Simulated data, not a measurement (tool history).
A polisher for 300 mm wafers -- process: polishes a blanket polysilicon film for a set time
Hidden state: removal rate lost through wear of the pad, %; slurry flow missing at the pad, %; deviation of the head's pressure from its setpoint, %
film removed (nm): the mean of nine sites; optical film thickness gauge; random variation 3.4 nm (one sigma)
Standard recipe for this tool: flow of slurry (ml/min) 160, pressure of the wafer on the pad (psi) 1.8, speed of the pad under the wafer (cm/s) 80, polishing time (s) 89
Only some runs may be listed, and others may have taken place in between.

run	day	flow of slurry (ml/min)	pressure of the wafer on the pad (psi)	speed of the pad under the wafer (cm/s)	polishing time (s)	wafers since the last listed run	wafers polished on this pad	hours since the slurry nozzle was cleaned	hours since the head pressure was calibrated	incoming thickness of the incoming film, nm	film removed (nm)
1	0	160	1.8	80	89	0	1317	546.6	652.1	1189.9	427.9
2	2.375	160	1.8	80	89	307	1625	603.6	709.1	1201.7	425.2
# day 2.796: slurry nozzle cleaned
3	3.425	160	1.8	80	89	130	1756	15.1	734.3	1198.3	429.4
# day 4.196: head pressure recalibrated
# day 6.275: worn pad replaced by a new one
4	6.333	185	1.8	80	89	344	7	84.9	51.3	1186.8	435.7
5	8.475	185	1.8	80	89	277	284	136.3	102.7	1199.7	438.3
6	10.275	160	1.8	80	89	233	518	179.5	145.9	1222.4	422.4
7	12.533	160	2.1	80	89	292	810	233.7	200.1	1224.3	508.2
8	14.046	160	2.1	80	89	195	1006	270	236.4	1176	497.2
9	16.6	160	2.1	80	89	330	1337	331.3	297.7	1192.9	500.7
10	19.192	160	1.8	80	89	335	1672	393.5	359.9	1213.3	425.7
# day 21.288: worn pad replaced by a new one
11	21.554	160	1.8	80	89	284	34	450.2	416.6	1199.9	431.2
12	22.971	160	1.8	80	89	183	217	484.2	450.6	1199.4	428
13	24.75	125	2	80	89	230	448	526.9	493.3	1206.4	446.1
14	26.379	125	2	80	89	210	659	566	532.4	1212.6	449.4
15	29.196	125	2	80	89	364	1023	633.6	600	1195	446.3
# day 29.292: slurry nozzle cleaned
16	31.038	160	1.8	80	102	233	1257	41.9	644.2	1186.9	482.7
17	32.767	160	1.8	80	102	223	1480	83.4	685.7	1211.2	487.8
# day 34.525: worn pad replaced by a new one
# day 34.933: head pressure recalibrated
18	35.696	135	1.6	66	89	346	140	153.7	18.3	1210.8	306.7
19	38.058	160	1.8	80	89	305	446	210.4	75	1173.6	429
20	39.579	135	1.8	108	89	196	643	246.9	111.5	1210.8	558.5
21	42.492	185	1.8	80	89	377	1020	316.8	181.4	1214.9	438.2
22	44.754	160	1.8	80	89	293	1313	371.1	235.7	1205.7	424.4
23	46.121	160	1.8	80	89	176	1490	403.9	268.5	1206.8	426.3
# day 47.871: worn pad replaced by a new one
24	47.892	160	1.6	58	59	207	2	446.4	311	1204.9	182.1
25	50.579	110	2.2	70	115	348	350	510.9	375.5	1187.2	545.6
26	53.167	120	1.8	80	89	335	686	573	437.6	1224.1	403.1
27	54.521	160	1.8	80	89	175	861	605.5	470.1	1192.7	433.9
# day 55.896: slurry nozzle cleaned
28	56.412	210	2.2	100	115	239	1101	12.4	515.5	1196.7	886.2
# day 61.712: worn pad replaced by a new one
29	61.796	160	1.8	80	89	675	11	141.6	644.7	1211	433.7
30	63.683	175	1.8	80	89	244	255	186.9	690	1227.3	433.7
31	66.35	120	1.6	90	77	345	600	250.9	754	1183.4	349.2
# day 68.996: head pressure recalibrated
32	69.017	160	1.8	80	89	334	935	314.9	0.5	1190.2	432.5
33	71.779	160	1.8	88	79	357	1293	381.2	66.8	1209.8	419.9
34	73.246	160	1.8	100	68	189	1483	416.4	102	1183.2	410.2

Entry by entry between the runs, the difference in hidden state between the last listed run before and the first listed run after:
From run 2 to run 3: slurry nozzle cleaned (day 2.796)
  both runs share identical hidden conditions
From run 3 to run 4: head pressure recalibrated (day 4.196); worn pad replaced by a new one (day 6.275)
  both runs share identical hidden conditions
From run 10 to run 11: worn pad replaced by a new one (day 21.288)
  both runs share identical hidden conditions
From run 15 to run 16: slurry nozzle cleaned (day 29.292)
  both runs share identical hidden conditions
From run 17 to run 18: worn pad replaced by a new one (day 34.525); head pressure recalibrated (day 34.933)
  both runs share identical hidden conditions
From run 23 to run 24: worn pad replaced by a new one (day 47.871)
  both runs share identical hidden conditions
From run 27 to run 28: slurry nozzle cleaned (day 55.896)
  both runs share identical hidden conditions
From run 28 to run 29: worn pad replaced by a new one (day 61.712)
  both runs share identical hidden conditions
From run 31 to run 32: head pressure recalibrated (day 68.996)
  both runs share identical hidden conditions

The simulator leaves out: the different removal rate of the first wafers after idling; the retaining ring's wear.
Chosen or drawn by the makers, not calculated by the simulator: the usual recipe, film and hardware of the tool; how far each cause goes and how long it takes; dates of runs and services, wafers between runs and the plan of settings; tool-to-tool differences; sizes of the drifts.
